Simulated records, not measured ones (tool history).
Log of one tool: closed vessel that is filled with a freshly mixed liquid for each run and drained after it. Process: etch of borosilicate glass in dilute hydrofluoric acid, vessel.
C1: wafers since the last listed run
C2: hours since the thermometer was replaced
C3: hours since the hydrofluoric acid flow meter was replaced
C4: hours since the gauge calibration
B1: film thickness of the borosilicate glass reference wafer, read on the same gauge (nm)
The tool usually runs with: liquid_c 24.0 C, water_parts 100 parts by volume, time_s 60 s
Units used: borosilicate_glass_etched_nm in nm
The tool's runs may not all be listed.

run 1 hour=0.0 | liquid_c=24.0 water_parts=100 time_s=40 | C1=0 C2=730.8 C3=1138.1 C4=7.2 | B1=79.99 | borosilicate_glass_etched_nm=11.83
run 2 hour=14.8 | liquid_c=24.0 water_parts=100 time_s=60 | C1=1047 C2=745.6 C3=1152.9 C4=22.0 | B1=80.01 | borosilicate_glass_etched_nm=17.78
run 3 hour=26.2 | liquid_c=24.0 water_parts=100 time_s=60 | C1=806 C2=757.0 C3=1164.3 C4=33.4 | B1=79.97 | borosilicate_glass_etched_nm=17.65
run 4 hour=42.8 | liquid_c=24.0 water_parts=100 time_s=60 | C1=1174 C2=773.6 C3=1180.9 C4=50.0 | B1=80.00 | borosilicate_glass_etched_nm=17.60
run 5 hour=60.6 | liquid_c=24.0 water_parts=100 time_s=60 | C1=1259 C2=791.4 C3=1198.7 C4=67.8 | B1=80.05 | borosilicate_glass_etched_nm=17.75
run 6 hour=93.4 | liquid_c=24.0 water_parts=125 time_s=60 | C1=2321 C2=824.2 C3=1231.5 C4=100.6 | B1=80.02 | borosilicate_glass_etched_nm=13.62
run 7 hour=104.5 | liquid_c=24.0 water_parts=70 time_s=60 | C1=785 C2=835.3 C3=1242.6 C4=111.7 | B1=79.96 | borosilicate_glass_etched_nm=26.33
run 8 hour=121.4 | liquid_c=24.0 water_parts=70 time_s=60 | C1=1195 C2=852.2 C3=1259.5 C4=128.6 | B1=80.01 | borosilicate_glass_etched_nm=26.21
run 9 hour=128.1 | liquid_c=24.0 water_parts=70 time_s=60 | C1=474 C2=858.9 C3=1266.2 C4=135.3 | B1=80.01 | borosilicate_glass_etched_nm=26.30
-- hour=140.7 hydrofluoric acid flow meter replaced
run 10 hour=141.2 | liquid_c=24.0 water_parts=100 time_s=75 | C1=856 C2=872.0 C3=0.5 C4=148.4 | B1=80.03 | borosilicate_glass_etched_nm=22.41
run 11 hour=156.2 | liquid_c=24.0 water_parts=100 time_s=75 | C1=1061 C2=887.0 C3=15.5 C4=163.4 | B1=79.99 | borosilicate_glass_etched_nm=22.06
run 12 hour=174.1 | liquid_c=24.0 water_parts=100 time_s=75 | C1=1266 C2=904.9 C3=33.4 C4=181.3 | B1=80.05 | borosilicate_glass_etched_nm=22.18
run 13 hour=191.8 | liquid_c=24.0 water_parts=100 time_s=70 | C1=1252 C2=922.6 C3=51.1 C4=199.0 | B1=80.04 | borosilicate_glass_etched_nm=20.15
run 14 hour=208.5 | liquid_c=24.0 water_parts=100 time_s=70 | C1=1181 C2=939.3 C3=67.8 C4=215.7 | B1=79.99 | borosilicate_glass_etched_nm=20.99
run 15 hour=227.5 | liquid_c=20.0 water_parts=100 time_s=60 | C1=1344 C2=958.3 C3=86.8 C4=234.7 | B1=79.98 | borosilicate_glass_etched_nm=15.15
run 16 hour=234.1 | liquid_c=20.5 water_parts=145 time_s=85 | C1=467 C2=964.9 C3=93.4 C4=241.3 | B1=80.00 | borosilicate_glass_etched_nm=14.35
run 17 hour=249.3 | liquid_c=25.5 water_parts=145 time_s=90 | C1=1075 C2=980.1 C3=108.6 C4=256.5 | B1=79.96 | borosilicate_glass_etched_nm=18.53
run 18 hour=255.7 | liquid_c=24.0 water_parts=80 time_s=60 | C1=452 C2=986.5 C3=115.0 C4=262.9 | B1=80.00 | borosilicate_glass_etched_nm=22.40
run 19 hour=264.1 | liquid_c=20.5 water_parts=100 time_s=60 | C1=594 C2=994.9 C3=123.4 C4=271.3 | B1=80.01 | borosilicate_glass_etched_nm=15.34
run 20 hour=272.0 | liquid_c=25.5 water_parts=100 time_s=75 | C1=559 C2=1002.8 C3=131.3 C4=279.2 | B1=80.03 | borosilicate_glass_etched_nm=23.17
-- hour=274.6 thermometer replaced
run 21 hour=289.8 | liquid_c=24.0 water_parts=100 time_s=60 | C1=1188 C2=15.2 C3=149.1 C4=297.0 | B1=79.98 | borosilicate_glass_etched_nm=17.96
run 22 hour=299.0 | liquid_c=24.0 water_parts=100 time_s=60 | C1=651 C2=24.4 C3=158.3 C4=306.2 | B1=80.01 | borosilicate_glass_etched_nm=17.63
-- hour=309.7 gauge calibrated
run 23 hour=315.4 | liquid_c=24.0 water_parts=100 time_s=60 | C1=1160 C2=40.8 C3=174.7 C4=5.7 | B1=80.00 | borosilicate_glass_etched_nm=17.59
run 24 hour=333.3 | liquid_c=24.0 water_parts=115 time_s=60 | C1=1266 C2=58.7 C3=192.6 C4=23.6 | B1=79.99 | borosilicate_glass_etched_nm=15.20
run 25 hour=340.1 | liquid_c=26.5 water_parts=65 time_s=95 | C1=481 C2=65.5 C3=199.4 C4=30.4 | B1=80.00 | borosilicate_glass_etched_nm=48.98
run 26 hour=350.7 | liquid_c=24.0 water_parts=85 time_s=80 | C1=750 C2=76.1 C3=210.0 C4=41.0 | B1=80.00 | borosilicate_glass_etched_nm=28.33
run 27 hour=367.6 | liquid_c=25.5 water_parts=135 time_s=35 | C1=1195 C2=93.0 C3=226.9 C4=57.9 | B1=80.00 | borosilicate_glass_etched_nm=7.70
run 28 hour=373.8 | liquid_c=19.5 water_parts=100 time_s=50 | C1=438 C2=99.2 C3=233.1 C4=64.1 | B1=79.99 | borosilicate_glass_etched_nm=12.36
run 29 hour=380.8 | liquid_c=24.0 water_parts=140 time_s=75 | C1=495 C2=106.2 C3=240.1 C4=71.1 | B1=80.01 | borosilicate_glass_etched_nm=15.45
run 30 hour=392.0 | liquid_c=28.0 water_parts=85 time_s=60 | C1=792 C2=117.4 C3=251.3 C4=82.3 | B1=80.04 | borosilicate_glass_etched_nm=25.19
run 31 hour=400.3 | liquid_c=22.5 water_parts=145 time_s=60 | C1=587 C2=125.7 C3=259.6 C4=90.6 | B1=80.02 | borosilicate_glass_etched_nm=10.94
run 32 hour=415.2 | liquid_c=25.5 water_parts=100 time_s=60 | C1=1054 C2=140.6 C3=274.5 C4=105.5 | B1=80.03 | borosilicate_glass_etched_nm=18.75
run 33 hour=428.3 | liquid_c=24.0 water_parts=85 time_s=40 | C1=927 C2=153.7 C3=287.6 C4=118.6 | B1=80.01 | borosilicate_glass_etched_nm=13.94

Branching from run 33: 4 alternative next runs. What would each branch give?
run A hour=429.0 | liquid_c=22.0 water_parts=100 time_s=60 | C1=49 C2=154.4 C3=288.3 C4=119.3 | B1=? | borosilicate_glass_etched_nm=?
run B hour=429.0 | liquid_c=29.0 water_parts=65 time_s=70 | C1=49 C2=154.4 C3=288.3 C4=119.3 | B1=? | borosilicate_glass_etched_nm=?
run C hour=429.0 | liquid_c=21.5 water_parts=145 time_s=90 | C1=49 C2=154.4 C3=288.3 C4=119.3 | B1=? | borosilicate_glass_etched_nm=?
run D hour=429.0 | liquid_c=21.0 water_parts=80 time_s=85 | C1=49 C2=154.4 C3=288.3 C4=119.3 | B1=? | borosilicate_glass_etched_nm=?

run=A B1=80.03 borosilicate_glass_etched_nm=16.54
run=B B1=80.03 borosilicate_glass_etched_nm=41.02
run=C B1=80.03 borosilicate_glass_etched_nm=15.94
run=D B1=80.03 borosilicate_glass_etched_nm=28.79
Without the tool's unlogged condition, the same runs would have read:
run=A borosilicate_glass_etched_nm=16.54
run=B borosilicate_glass_etched_nm=41.02
run=C borosilicate_glass_etched_nm=15.94
run=D borosilicate_glass_etched_nm=28.79

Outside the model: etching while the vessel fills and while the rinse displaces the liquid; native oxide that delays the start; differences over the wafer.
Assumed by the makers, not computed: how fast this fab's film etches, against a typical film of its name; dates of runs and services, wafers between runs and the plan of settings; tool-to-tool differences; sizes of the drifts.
